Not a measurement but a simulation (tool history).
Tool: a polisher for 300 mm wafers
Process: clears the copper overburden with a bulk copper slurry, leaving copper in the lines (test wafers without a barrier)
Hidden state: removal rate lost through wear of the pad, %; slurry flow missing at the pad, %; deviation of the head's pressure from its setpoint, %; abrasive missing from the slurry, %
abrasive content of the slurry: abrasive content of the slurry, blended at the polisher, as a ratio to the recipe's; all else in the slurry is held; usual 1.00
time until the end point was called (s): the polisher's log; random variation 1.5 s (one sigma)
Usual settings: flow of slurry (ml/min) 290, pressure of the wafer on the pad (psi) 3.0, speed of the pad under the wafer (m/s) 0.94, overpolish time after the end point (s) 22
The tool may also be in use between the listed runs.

run   hour  flow of slurry (ml/min)  pressure of the wafer on the pad (psi)  speed of the pad under the wafer (m/s)  abrasive content of the slurry  overpolish time after the end point (s)  wafers since the last listed run  wafers polished on this pad  hours since the slurry nozzle was cleaned  hours since the head pressure was calibrated  hours since the slurry blender was calibrated  incoming thickness of the incoming film, nm  time until the end point was called (s)
  1    0.0                      290                                     3.0                                    0.94                            1.00                                       22                                 0                          359                                        1.4                                        1168.6                                           37.8                                        725.1                                     89.1
  2   34.4                      290                                     3.0                                    0.94                            1.00                                       22                               345                          705                                       35.8                                        1203.0                                           72.2                                        753.3                                     91.4
      42.9  -- worn pad replaced by a new one
  3   53.0                      290                                     3.0                                    0.94                            1.00                                       22                               146                          101                                       54.4                                        1221.6                                           90.8                                        745.8                                     92.7
  4   78.6                      290                                     3.0                                    0.94                            1.00                                       32                               257                          358                                       80.0                                        1247.2                                          116.4                                        738.7                                     92.1
     102.7  -- slurry blender recalibrated
  5  105.7                      290                                     3.0                                    0.94                            1.00                                       32                               252                          610                                      107.1                                        1274.3                                            3.0                                        730.9                                     90.9
  6  122.9                      350                                     3.0                                    0.94                            1.00                                       22                               172                          782                                      124.3                                        1291.5                                           20.2                                        737.2                                     93.7
     140.2  -- worn pad replaced by a new one
  7  218.8                      350                                     3.0                                    0.94                            1.00                                       22                               922                          789                                      220.2                                        1387.4                                          116.1                                        742.3                                     93.6
     230.2  -- worn pad replaced by a new one, of another model than before
     231.3  -- slurry blender recalibrated
     243.3  -- slurry nozzle cleaned
  8  244.1                      350                                     3.0                                    0.94                            1.00                                       22                               192                          118                                        0.8                                        1412.7                                           12.8                                        737.2                                     87.9
  9  262.5                      210                                     4.0                                    0.68                            1.00                                       22                               184                          302                                       19.2                                        1431.1                                           31.2                                        745.0                                     99.5
 10  278.1                      375                                     3.0                                    0.94                            1.15                                       17                               156                          459                                       34.8                                        1446.7                                           46.8                                        735.1                                     86.1
     286.9  -- head pressure recalibrated
     308.2  -- worn pad replaced by a new one
 11  308.7                      290                                     4.0                                    1.10                            0.70                                       22                               247                            5                                       65.4                                          21.8                                           77.4                                        742.8                                     80.2
 12  335.7                      290                                     3.0                                    1.12                            1.00                                       22                               271                          276                                       92.4                                          48.8                                          104.4                                        737.9                                     86.9
     364.5  -- slurry blender recalibrated
 13  366.1                      290                                     2.6                                    0.76                            1.00                                       22                               285                          561                                      122.8                                          79.2                                            1.6                                        746.5                                    129.3
 14  396.7                      375                                     3.0                                    0.94                            1.00                                       10                               307                          868                                      153.4                                         109.8                                           32.2                                        750.5                                     96.6
     400.8  -- worn pad replaced by a new one
 15  414.3                      290                                     3.0                                    0.94                            1.00                                       22                               136                          135                                      171.0                                         127.4                                           49.8                                        737.7                                    105.9
 16  433.1                      210                                     4.0                                    0.68                            1.00                                       22                               188                          324                                      189.8                                         146.2                                           68.6                                        739.7                                    129.4

5 ways to go on from here, each from the tool as it stands after run 16. What would each give?
  A  433.6                      290                                     3.0                                    0.94                            1.00                                       22                                 5                          329                                      190.3                                         146.7                                           69.1                                        737.4                                        ?
  B  433.6                      335                                     3.8                                    1.06                            1.00                                       14                                 5                          329                                      190.3                                         146.7                                           69.1                                        737.4                                        ?
  C  433.6                      375                                     2.5                                    0.94                            1.25                                       27                                 5                          329                                      190.3                                         146.7                                           69.1                                        737.4                                        ?
  D  433.6                      290                                     3.7                                    1.22                            1.00                                       10                                 5                          329                                      190.3                                         146.7                                           69.1                                        737.4                                        ?
  E  433.6                      225                                     3.0                                    0.94                            1.00                                       22                                 5                          329                                      190.3                                         146.7                                           69.1                                        737.4                                        ?

run  time until the end point was called (s)
  A                                    103.3
  B                                     78.0
  C                                    100.2
  D                                     76.5
  E                                    119.2
Without the tool's hidden state the same runs would have given:
run  time until the end point was called (s)
  A                                     86.7
  B                                     67.8
  C                                     88.8
  D                                     64.3
  E                                     91.5
